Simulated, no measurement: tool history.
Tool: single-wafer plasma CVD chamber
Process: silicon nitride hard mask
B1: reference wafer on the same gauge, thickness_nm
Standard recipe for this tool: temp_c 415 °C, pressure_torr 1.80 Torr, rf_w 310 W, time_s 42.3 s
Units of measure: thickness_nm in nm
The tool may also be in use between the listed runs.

run 1 hour=0.0 | temp_c=415 pressure_torr=1.80 rf_w=310 time_s=42.3 | B1=56.657 | thickness_nm=49.293
run 2 hour=49.1 | temp_c=415 pressure_torr=1.80 rf_w=310 time_s=42.3 | B1=56.658 | thickness_nm=49.434
-- hour=72.9 thermocouple changed; heater temperature recalibrated
run 3 hour=73.4 | temp_c=415 pressure_torr=1.80 rf_w=310 time_s=42.3 | B1=56.639 | thickness_nm=49.595
run 4 hour=78.1 | temp_c=415 pressure_torr=1.54 rf_w=310 time_s=42.3 | B1=56.695 | thickness_nm=46.119
run 5 hour=90.3 | temp_c=415 pressure_torr=1.80 rf_w=310 time_s=42.3 | B1=56.706 | thickness_nm=49.453
-- hour=104.8 capacitance manometer re-zeroed and calibrated
run 6 hour=105.3 | temp_c=415 pressure_torr=1.80 rf_w=310 time_s=42.3 | B1=56.748 | thickness_nm=49.594
-- hour=114.3 gauge calibrated
run 7 hour=115.4 | temp_c=415 pressure_torr=1.80 rf_w=310 time_s=42.3 | B1=56.813 | thickness_nm=49.784
-- hour=125.6 RF generator calibrated
-- hour=127.2 showerhead replaced
run 8 hour=132.1 | temp_c=415 pressure_torr=1.80 rf_w=310 time_s=42.3 | B1=56.716 | thickness_nm=49.524
run 9 hour=145.2 | temp_c=415 pressure_torr=1.80 rf_w=310 time_s=42.3 | B1=56.717 | thickness_nm=49.280
run 10 hour=153.4 | temp_c=415 pressure_torr=1.80 rf_w=340 time_s=49.7 | B1=56.679 | thickness_nm=60.486
run 11 hour=160.2 | temp_c=415 pressure_torr=2.01 rf_w=310 time_s=42.3 | B1=56.671 | thickness_nm=51.721
run 12 hour=174.9 | temp_c=415 pressure_torr=2.21 rf_w=335 time_s=49.1 | B1=56.782 | thickness_nm=64.249
run 13 hour=190.5 | temp_c=415 pressure_torr=2.23 rf_w=285 time_s=42.3 | B1=56.722 | thickness_nm=51.474
run 14 hour=196.8 | temp_c=415 pressure_torr=1.80 rf_w=335 time_s=38.2 | B1=56.683 | thickness_nm=46.014
run 15 hour=207.3 | temp_c=415 pressure_torr=1.80 rf_w=310 time_s=42.3 | B1=56.736 | thickness_nm=49.337
run 16 hour=217.4 | temp_c=415 pressure_torr=1.80 rf_w=350 time_s=47.7 | B1=56.754 | thickness_nm=59.493
run 17 hour=228.4 | temp_c=415 pressure_torr=1.80 rf_w=310 time_s=42.3 | B1=56.712 | thickness_nm=49.305
run 18 hour=235.9 | temp_c=428 pressure_torr=1.93 rf_w=310 time_s=38.5 | B1=56.814 | thickness_nm=45.902
run 19 hour=242.7 | temp_c=406 pressure_torr=2.01 rf_w=275 time_s=42.3 | B1=56.684 | thickness_nm=48.566

Forecast each of these 3 alternatives for the next run:
run A hour=243.1 | temp_c=415 pressure_torr=1.80 rf_w=310 time_s=42.3 | B1=? | thickness_nm=?
run B hour=243.1 | temp_c=402 pressure_torr=1.64 rf_w=310 time_s=39.4 | B1=? | thickness_nm=?
run C hour=243.1 | temp_c=415 pressure_torr=1.57 rf_w=270 time_s=49.3 | B1=? | thickness_nm=?

run=A B1=56.767 thickness_nm=49.593
run=B B1=56.767 thickness_nm=44.532
run=C B1=56.767 thickness_nm=50.746
With no hidden state in the tool, these same runs would have given:
run=A thickness_nm=49.593
run=B thickness_nm=44.532
run=C thickness_nm=50.746
